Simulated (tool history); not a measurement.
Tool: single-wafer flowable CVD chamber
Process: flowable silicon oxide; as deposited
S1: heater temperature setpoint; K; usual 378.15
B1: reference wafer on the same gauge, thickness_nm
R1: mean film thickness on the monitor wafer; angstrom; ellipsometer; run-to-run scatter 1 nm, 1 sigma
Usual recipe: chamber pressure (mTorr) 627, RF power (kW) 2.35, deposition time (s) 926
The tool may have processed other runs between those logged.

Run 1, hour 0: usual settings; B1 254.835. Result: R1 3163.75 angstrom.
Run 2, hour 21.8: usual settings; B1 254.766. Result: R1 3151.32 angstrom.
Run 3, hour 43.3: usual settings; B1 254.987. Result: R1 3158.65 angstrom.
Run 4, hour 58.2: usual settings but RF power (kW) 2.145; B1 254.959. Result: R1 3089.07 angstrom.
Run 5, hour 90.7: usual settings but RF power (kW) 2.145; B1 255.005. Result: R1 3107.46 angstrom.
Run 6, hour 119.4: usual settings; B1 254.947. Result: R1 3168.12 angstrom.
Run 7, hour 140.5: usual settings; B1 254.968. Result: R1 3154.49 angstrom.
Run 8, hour 174: usual settings; B1 254.924. Result: R1 3175.04 angstrom.
Run 9, hour 191.5: usual settings but chamber pressure (mTorr) 681, deposition time (s) 841; B1 255.213. Result: R1 3140.09 angstrom.
Run 10, hour 226.8: usual settings; B1 254.988. Result: R1 3177.07 angstrom.
Run 11, hour 259.3: usual settings; B1 254.827. Result: R1 3196.13 angstrom.
Run 12, hour 288.2: usual settings; B1 255.057. Result: R1 3181.55 angstrom.
Run 13, hour 309.5: usual settings but deposition time (s) 1110; B1 255.037. Result: R1 3835.44 angstrom.
At hour 331.5: thermocouple changed; heater temperature recalibrated.
Run 14, hour 341.7: usual settings but S1 368.15 K, chamber pressure (mTorr) 489, RF power (kW) 2.775, deposition time (s) 1010; B1 254.886. Result: R1 3723.74 angstrom.
At hour 354.1: showerhead replaced.
Run 15, hour 372.5: usual settings; B1 254.733. Result: R1 2993.08 angstrom.
Run 16, hour 399.2: usual settings; B1 255.221. Result: R1 3012.88 angstrom.
Run 17, hour 433.6: usual settings but RF power (kW) 2.505; B1 254.927. Result: R1 3044.12 angstrom.
Run 18, hour 461.6: usual settings but chamber pressure (mTorr) 531; B1 254.944. Result: R1 2554.88 angstrom.
At hour 482: gauge calibrated.
At hour 541.2: capacitance manometer re-zeroed and calibrated.
Run 19, hour 541.7: usual settings but chamber pressure (mTorr) 548, RF power (kW) 2.48, deposition time (s) 790; B1 254.668. Result: R1 2384.68 angstrom.
Run 20, hour 560.4: usual settings; B1 255.017. Result: R1 3177.82 angstrom.
At hour 580.8: RF generator calibrated.
Run 21, hour 581.3: usual settings but RF power (kW) 1.95, deposition time (s) 839; B1 254.964. Result: R1 2759.92 angstrom.
Run 22, hour 643.7: usual settings but chamber pressure (mTorr) 507, RF power (kW) 2.69; B1 255.102. Result: R1 2584.99 angstrom.
Run 23, hour 671.5: usual settings but S1 391.15 K, deposition time (s) 1006; B1 255.178. Result: R1 2203.4 angstrom.
Run 24, hour 693: usual settings but S1 369.15 K; B1 254.778. Result: R1 4308.78 angstrom.
Run 25, hour 721.8: usual settings; B1 254.87. Result: R1 3133.32 angstrom.
Run 26, hour 735.2: usual settings but S1 390.15 K, RF power (kW) 2.8; B1 255.073. Result: R1 2135.08 angstrom.
Run 27, hour 764.1: usual settings but RF power (kW) 2.475; B1 254.94. Result: R1 3151.2 angstrom.

Alternative continuations, all from the tool just after run 27; predict every row:
Run A, hour 764.8: usual settings but S1 364.15 K; B1 ?. Result: R1 ?.
Run B, hour 764.8: usual settings but S1 385.15 K, chamber pressure (mTorr) 773, deposition time (s) 770; B1 ?. Result: R1 ?.
Run C, hour 764.8: usual settings but S1 373.15 K, chamber pressure (mTorr) 762, RF power (kW) 2.685, deposition time (s) 1051; B1 ?. Result: R1 ?.
Run D, hour 764.8: usual settings but chamber pressure (mTorr) 505, RF power (kW) 2.125; B1 ?. Result: R1 ?.
Run E, hour 764.8: usual settings but RF power (kW) 2.515, deposition time (s) 753; B1 ?. Result: R1 ?.

run       B1       R1
  A  255.013  5123.93
  B  255.013  2523.76
  C  255.013  5265.65
  D  255.013  2468.36
  E  255.013  2566.12
Without the tool's unlogged condition, the same runs would have read:
run       R1
  A  5203.35
  B  2562.35
  C  5346.85
  D     2508
  E  2605.13

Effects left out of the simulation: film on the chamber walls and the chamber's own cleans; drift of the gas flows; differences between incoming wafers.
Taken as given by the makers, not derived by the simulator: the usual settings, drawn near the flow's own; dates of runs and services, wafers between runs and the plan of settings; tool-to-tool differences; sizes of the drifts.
